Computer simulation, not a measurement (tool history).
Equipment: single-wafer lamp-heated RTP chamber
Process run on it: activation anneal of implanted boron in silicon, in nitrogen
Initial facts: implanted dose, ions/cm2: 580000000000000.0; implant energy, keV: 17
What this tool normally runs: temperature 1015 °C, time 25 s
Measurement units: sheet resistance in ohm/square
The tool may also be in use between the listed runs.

| run | hour | temperature | time | read-back reference wafer on the same gauge, sheet resistance | sheet resistance |
|---|---|---|---|---|---|
| 1 | 0.0 | 1015 | 25 | 180.00 | 197.15 |
| 2 | 62.9 | 1015 | 25 | 180.03 | 197.01 |
| 3 | 103.6 | 1015 | 25 | 180.01 | 196.25 |
| 4 | 132.1 | 1034 | 15 | 180.02 | 195.71 |
| 5 | 162.9 | 1034 | 15 | 179.99 | 196.19 |
| 6 | 187.5 | 1005 | 37 | 180.02 | 196.33 |
| 7 | 251.3 | 1009 | 35 | 180.00 | 196.02 |
|  | 265.5 | gauge calibrated |
|  | 307.4 | pyrometer window cleaned and pyrometer calibrated |
| 8 | 307.9 | 1009 | 35 | 180.02 | 197.52 |
| 9 | 329.5 | 1009 | 35 | 180.04 | 196.94 |

Forecast run 10:
|  | 341.9 | reflector plate cleaned |
| 10 | 388.9 | 1015 | 25 | ? | ? |

Logged for run 10: read-back reference wafer on the same gauge, sheet resistance 180.03, sheet resistance 197.61 ohm/square.
If the tool had no hidden condition, the same run with the same run-to-run variation would have returned sheet resistance 197.94 ohm/square.

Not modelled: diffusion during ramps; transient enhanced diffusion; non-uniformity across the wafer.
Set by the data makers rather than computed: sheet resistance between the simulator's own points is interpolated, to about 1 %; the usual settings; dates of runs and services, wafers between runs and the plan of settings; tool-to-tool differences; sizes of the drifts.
